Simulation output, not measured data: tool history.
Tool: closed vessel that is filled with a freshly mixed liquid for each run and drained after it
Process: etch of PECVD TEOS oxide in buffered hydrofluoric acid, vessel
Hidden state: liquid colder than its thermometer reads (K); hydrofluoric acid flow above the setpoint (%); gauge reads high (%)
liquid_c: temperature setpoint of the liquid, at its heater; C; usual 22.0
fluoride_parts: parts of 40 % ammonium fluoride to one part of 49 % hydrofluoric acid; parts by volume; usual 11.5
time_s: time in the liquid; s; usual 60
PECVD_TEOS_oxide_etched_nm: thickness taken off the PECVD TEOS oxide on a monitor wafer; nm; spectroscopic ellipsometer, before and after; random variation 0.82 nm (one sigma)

run	hour	liquid_c	fluoride_parts	time_s	wafers since the last listed run	hours since the thermometer was replaced	hours since the hydrofluoric acid flow meter was replaced	hours since the gauge calibration	read-back film thickness of the PECVD TEOS oxide reference wafer, read on the same gauge (nm)	PECVD_TEOS_oxide_etched_nm
1	0.0	22.0	11.5	50	0	2364.2	211.5	229.7	80.01	62.43
2	34.5	22.0	11.5	50	2859	2398.7	246.0	264.2	80.01	61.05
3	52.4	22.0	11.5	60	1483	2416.6	263.9	282.1	80.03	75.00
4	74.8	22.0	11.5	60	1856	2439.0	286.3	304.5	80.00	75.23
5	89.9	22.0	11.5	60	1251	2454.1	301.4	319.6	80.02	74.96
6	116.7	22.0	11.5	60	2221	2480.9	328.2	346.4	79.98	73.87
7	133.6	22.0	11.5	60	1400	2497.8	345.1	363.3	79.99	73.07
# hour 154.7: thermometer replaced
8	155.2	22.0	11.5	60	1707	0.5	366.7	384.9	79.98	86.85
9	173.2	22.0	11.5	60	1492	18.5	384.7	402.9	80.01	86.70
10	205.9	22.0	11.5	60	2710	51.2	417.4	435.6	80.00	87.04
11	263.6	22.0	11.5	60	4782	108.9	475.1	493.3	80.02	85.44
12	277.0	22.0	11.5	60	1110	122.3	488.5	506.7	80.02	84.98
13	306.5	25.5	15.0	50	2445	151.8	518.0	536.2	80.01	67.78
# hour 313.1: hydrofluoric acid flow meter replaced
14	319.2	22.0	14.5	80	969	164.5	6.1	548.9	80.01	91.43
15	347.8	22.0	11.5	60	2370	193.1	34.7	577.5	79.99	85.82
16	369.5	19.5	8.0	70	1798	214.8	56.4	599.2	80.01	118.87
17	384.1	22.0	11.5	60	1210	229.4	71.0	613.8	80.00	84.79
18	417.1	22.0	11.5	60	2735	262.4	104.0	646.8	80.00	83.56
19	439.1	23.5	11.5	90	1823	284.4	126.0	668.8	80.00	139.06
20	463.4	26.5	13.0	75	2014	308.7	150.3	693.1	80.02	121.30
21	493.4	18.0	11.5	35	2486	338.7	180.3	723.1	80.01	39.75
22	520.6	22.0	11.5	60	2254	365.9	207.5	750.3	80.00	85.49
23	533.1	22.0	11.5	60	1036	378.4	220.0	762.8	80.01	83.64
# hour 582.7: gauge calibrated
24	632.2	26.5	13.0	30	8214	477.5	319.1	49.5	79.99	47.38
25	657.0	22.0	11.5	70	2055	502.3	343.9	74.3	80.01	97.91
26	680.4	20.0	14.0	60	1939	525.7	367.3	97.7	79.98	61.29
27	696.1	18.0	10.0	35	1301	541.4	383.0	113.4	80.00	44.05
28	721.9	22.0	15.5	85	2138	567.2	408.8	139.2	80.01	86.12
29	738.1	26.5	11.5	60	1342	583.4	425.0	155.4	80.01	107.03
30	765.9	22.0	11.5	60	2304	611.2	452.8	183.2	80.01	83.38
# hour 801.0: hydrofluoric acid flow meter replaced
31	801.7	25.0	12.5	80	2884	647.0	0.7	219.0	79.99	118.02
32	837.5	17.5	11.5	85	2967	682.8	36.5	254.8	80.00	91.56
33	857.2	25.0	11.5	60	1632	702.5	56.2	274.5	80.02	96.80

The tool's hidden state at each run:
hydrofluoric acid flow above the setpoint (%): 0 in every run
gauge reads high (%): 0 in every run
H1: liquid colder than its thermometer reads (K)
run	H1
1	2.85
2	2.89
3	2.91
4	2.93
5	2.95
6	2.98
7	3
8	0.235
9	0.255
10	0.291
11	0.356
12	0.371
13	0.404
14	0.418
15	0.45
16	0.475
17	0.491
18	0.528
19	0.553
20	0.58
21	0.613
22	0.644
23	0.658
24	0.769
25	0.797
26	0.823
27	0.841
28	0.869
29	0.888
30	0.919
31	0.959
32	0.999
33	1.02
